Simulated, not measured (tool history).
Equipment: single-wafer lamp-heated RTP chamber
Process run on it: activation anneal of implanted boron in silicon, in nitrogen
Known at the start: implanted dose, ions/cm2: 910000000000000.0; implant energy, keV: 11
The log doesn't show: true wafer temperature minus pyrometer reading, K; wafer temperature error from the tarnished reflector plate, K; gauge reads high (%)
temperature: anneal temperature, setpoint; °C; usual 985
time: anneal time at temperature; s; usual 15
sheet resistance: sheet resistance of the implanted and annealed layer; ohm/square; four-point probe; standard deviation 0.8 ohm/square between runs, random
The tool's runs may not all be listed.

run	hour	temperature	time	wafers since the last listed run	wafers since the last pyrometer calibration	wafers since the reflector plate was cleaned	hours since the gauge calibration	read-back reference wafer on the same gauge, sheet resistance	sheet resistance
1	0.0	985	15	0	153	8120	504.3	153.82	143.52
2	23.5	985	9	287	440	8407	527.8	154.02	145.75
3	49.1	985	9	313	753	8720	553.4	154.05	146.24
4	80.6	985	9	385	1139	9106	584.9	154.12	146.18
5	100.3	1000	19	241	1380	9347	604.6	154.00	136.96
6	131.5	1000	19	381	1762	9728	635.8	153.78	136.21
7	167.5	985	15	440	2202	10169	671.8	153.95	141.60
8	179.6	985	15	148	2350	10317	683.9	153.89	141.04
9	197.0	985	15	212	2563	10530	701.3	153.94	142.61
10	215.6	985	15	227	2790	10757	719.9	154.03	140.53
11	246.2	1008	15	374	3165	11132	750.5	154.08	134.57
12	262.9	1008	15	204	3369	11336	767.2	153.79	135.34
13	283.4	1008	15	250	3620	11587	787.7	154.09	133.56
14	304.2	985	18	254	3874	11841	808.5	153.70	139.90
15	331.5	985	18	334	4208	12175	835.8	154.11	139.50
16	355.1	985	13	288	4497	12464	859.4	154.02	140.33
# hour 356.9: gauge calibrated
17	368.6	968	19	165	4662	12629	11.7	154.14	147.94
# hour 388.2: reflector plate cleaned
18	402.3	963	19	314	4977	173	45.4	153.82	158.15
19	420.7	961	7	225	5202	398	63.8	154.03	172.41
20	455.7	985	15	428	5630	826	98.8	154.00	141.93
21	479.4	1010	21	289	5920	1116	122.5	154.00	135.39
# hour 566.6: pyrometer window cleaned and pyrometer calibrated
22	585.8	996	18	1203	235	2320	228.9	154.14	139.54
23	600.4	985	15	178	414	2498	243.5	153.80	144.90
24	620.7	1010	19	248	662	2747	263.8	154.07	136.15
25	640.3	985	15	239	902	2987	283.4	153.92	146.28
26	660.6	995	24	248	1150	3235	303.7	154.04	137.63
27	689.7	967	15	356	1506	3591	332.8	154.23	159.02
28	716.0	985	15	321	1828	3913	359.1	154.12	143.66
29	769.4	958	15	653	2481	4566	412.5	154.29	168.43
30	791.5	999	15	270	2752	4836	434.6	153.87	138.46
31	823.5	1001	10	391	3143	5228	466.6	154.09	138.88
32	851.3	985	15	340	3483	5568	494.4	154.09	144.36
33	881.4	961	15	368	3851	5936	524.5	154.19	162.11
34	908.3	985	12	329	4181	6265	551.4	154.07	142.81
35	922.9	977	15	178	4359	6444	566.0	154.14	147.15
36	942.0	985	19	233	4593	6678	585.1	153.95	141.78
37	974.2	1005	15	393	4987	7072	617.3	153.98	134.65

A few steps of sheet resistance between consecutive runs. Split each: what settings, incoming material and random variation would produce without the hidden state, and what is left over for the hidden state, along with gauge scatter present in only one of the two compared results (measured, and without hidden state):
Run 19 -> 20: temperature 961 -> 985, time 7 -> 15. sheet resistance -30.48 ohm/square: hidden state +7.37, all else -37.85.
Run 28 -> 29: temperature 985 -> 958. sheet resistance +24.77 ohm/square: hidden state -5.65, all else +30.42.
Run 29 -> 30: temperature 958 -> 999. sheet resistance -29.97 ohm/square: hidden state +6.37, all else -36.34.
Run 32 -> 33: temperature 985 -> 961. sheet resistance +17.75 ohm/square: hidden state -6.56, all else +24.31.
